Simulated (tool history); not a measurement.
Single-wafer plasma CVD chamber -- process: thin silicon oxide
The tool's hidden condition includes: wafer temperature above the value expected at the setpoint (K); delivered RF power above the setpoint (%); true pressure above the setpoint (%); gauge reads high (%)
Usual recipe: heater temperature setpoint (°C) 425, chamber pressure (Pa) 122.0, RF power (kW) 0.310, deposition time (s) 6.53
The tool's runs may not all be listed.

| run | day | heater temperature setpoint (°C) | chamber pressure (Pa) | RF power (kW) | deposition time (s) | wafers since the last listed run | hours since the last thermocouple change | hours since the last RF generator calibration | hours since the last manometer calibration | hours since the showerhead was replaced | hours since the gauge calibration | read-back reference wafer on the same gauge, thickness_nm | mean film thickness on the monitor wafer (nm) |
|---|---|---|---|---|---|---|---|---|---|---|---|---|---|
| 1 | 0.000 | 421 | 122.0 | 0.260 | 6.53 | 0 | 843.5 | 2251.9 | 2061.8 | 3596.3 | 194.7 | 15.793 | 13.282 |
| 2 | 0.442 | 436 | 122.0 | 0.310 | 6.53 | 184 | 854.1 | 2262.5 | 2072.4 | 3606.9 | 205.3 | 15.805 | 13.673 |
| 3 | 2.525 | 425 | 141.9 | 0.310 | 6.53 | 870 | 904.1 | 2312.5 | 2122.4 | 3656.9 | 255.3 | 15.801 | 15.625 |
| 4 | 3.079 | 419 | 122.0 | 0.310 | 6.53 | 231 | 917.4 | 2325.8 | 2135.7 | 3670.2 | 268.6 | 15.807 | 13.846 |
| 5 | 4.517 | 419 | 122.0 | 0.310 | 6.53 | 600 | 951.9 | 2360.3 | 2170.2 | 3704.7 | 303.1 | 15.804 | 13.876 |
|  | 5.350 | capacitance manometer re-zeroed and calibrated |
|  | 5.417 | RF generator calibrated |
| 6 | 5.438 | 425 | 122.0 | 0.310 | 6.53 | 217 | 974.0 | 0.5 | 2.1 | 3726.8 | 325.2 | 15.799 | 13.826 |
|  | 5.475 | gauge calibrated |
| 7 | 7.204 | 425 | 122.0 | 0.310 | 6.53 | 737 | 1016.4 | 42.9 | 44.5 | 3769.2 | 41.5 | 15.804 | 13.779 |
| 8 | 7.479 | 413 | 122.0 | 0.310 | 6.53 | 114 | 1023.0 | 49.5 | 51.1 | 3775.8 | 48.1 | 15.800 | 13.898 |
| 9 | 7.996 | 425 | 122.0 | 0.310 | 6.53 | 215 | 1035.4 | 61.9 | 63.5 | 3788.2 | 60.5 | 15.795 | 13.739 |
|  | 8.888 | showerhead replaced |
| 10 | 8.908 | 425 | 122.0 | 0.310 | 6.53 | 241 | 1057.3 | 83.8 | 85.4 | 0.5 | 82.4 | 15.795 | 13.786 |
| 11 | 9.004 | 433 | 141.1 | 0.310 | 5.50 | 40 | 1059.6 | 86.1 | 87.7 | 2.8 | 84.7 | 15.794 | 13.057 |
| 12 | 9.429 | 425 | 122.0 | 0.310 | 6.53 | 177 | 1069.8 | 96.3 | 97.9 | 13.0 | 94.9 | 15.802 | 13.755 |
|  | 10.350 | thermocouple changed; heater temperature recalibrated |
| 13 | 10.371 | 417 | 122.0 | 0.310 | 5.37 | 254 | 0.5 | 118.9 | 120.5 | 35.6 | 117.5 | 15.804 | 11.442 |
| 14 | 10.783 | 425 | 102.3 | 0.310 | 6.05 | 172 | 10.4 | 128.8 | 130.4 | 45.5 | 127.4 | 15.794 | 10.635 |
| 15 | 11.362 | 425 | 122.0 | 0.310 | 6.53 | 241 | 24.3 | 142.7 | 144.3 | 59.4 | 141.3 | 15.800 | 13.782 |
| 16 | 11.804 | 425 | 133.7 | 0.310 | 6.53 | 184 | 34.9 | 153.3 | 154.9 | 70.0 | 151.9 | 15.799 | 14.962 |
| 17 | 12.225 | 425 | 122.0 | 0.310 | 6.53 | 175 | 45.0 | 163.4 | 165.0 | 80.1 | 162.0 | 15.800 | 13.803 |
| 18 | 12.758 | 425 | 122.0 | 0.265 | 6.10 | 222 | 57.8 | 176.2 | 177.8 | 92.9 | 174.8 | 15.801 | 12.459 |
| 19 | 13.258 | 433 | 141.1 | 0.310 | 5.50 | 208 | 69.8 | 188.2 | 189.8 | 104.9 | 186.8 | 15.801 | 13.059 |
| 20 | 13.858 | 425 | 130.1 | 0.270 | 7.10 | 250 | 84.2 | 202.6 | 204.2 | 119.3 | 201.2 | 15.800 | 15.481 |
| 21 | 14.554 | 413 | 122.0 | 0.310 | 6.53 | 290 | 100.9 | 219.3 | 220.9 | 136.0 | 217.9 | 15.794 | 13.926 |
| 22 | 14.988 | 425 | 108.3 | 0.340 | 6.53 | 181 | 111.3 | 229.7 | 231.3 | 146.4 | 228.3 | 15.803 | 12.518 |
| 23 | 15.238 | 425 | 122.0 | 0.310 | 6.53 | 104 | 117.3 | 235.7 | 237.3 | 152.4 | 234.3 | 15.805 | 13.778 |
| 24 | 15.758 | 425 | 122.0 | 0.270 | 7.50 | 217 | 129.8 | 248.2 | 249.8 | 164.9 | 246.8 | 15.792 | 15.365 |
| 25 | 16.312 | 432 | 107.3 | 0.365 | 5.31 | 231 | 143.1 | 261.5 | 263.1 | 178.2 | 260.1 | 15.795 | 10.194 |
| 26 | 16.883 | 425 | 151.9 | 0.310 | 6.53 | 238 | 156.8 | 275.2 | 276.8 | 191.9 | 273.8 | 15.792 | 16.471 |
| 27 | 17.208 | 425 | 122.0 | 0.255 | 6.53 | 135 | 164.6 | 283.0 | 284.6 | 199.7 | 281.6 | 15.798 | 13.249 |
| 28 | 17.842 | 434 | 151.9 | 0.355 | 7.22 | 264 | 179.8 | 298.2 | 299.8 | 214.9 | 296.8 | 15.791 | 18.601 |
| 29 | 18.329 | 438 | 122.0 | 0.295 | 6.53 | 203 | 191.5 | 309.9 | 311.5 | 226.6 | 308.5 | 15.800 | 13.464 |

List, for all runs, the conditions of the tool that the log does not record:
wafer temperature above the value expected at the setpoint (K): 0 across all the runs
delivered RF power above the setpoint (%): 0 across all the runs
true pressure above the setpoint (%): 0 across all the runs
gauge reads high (%): 0 across all the runs

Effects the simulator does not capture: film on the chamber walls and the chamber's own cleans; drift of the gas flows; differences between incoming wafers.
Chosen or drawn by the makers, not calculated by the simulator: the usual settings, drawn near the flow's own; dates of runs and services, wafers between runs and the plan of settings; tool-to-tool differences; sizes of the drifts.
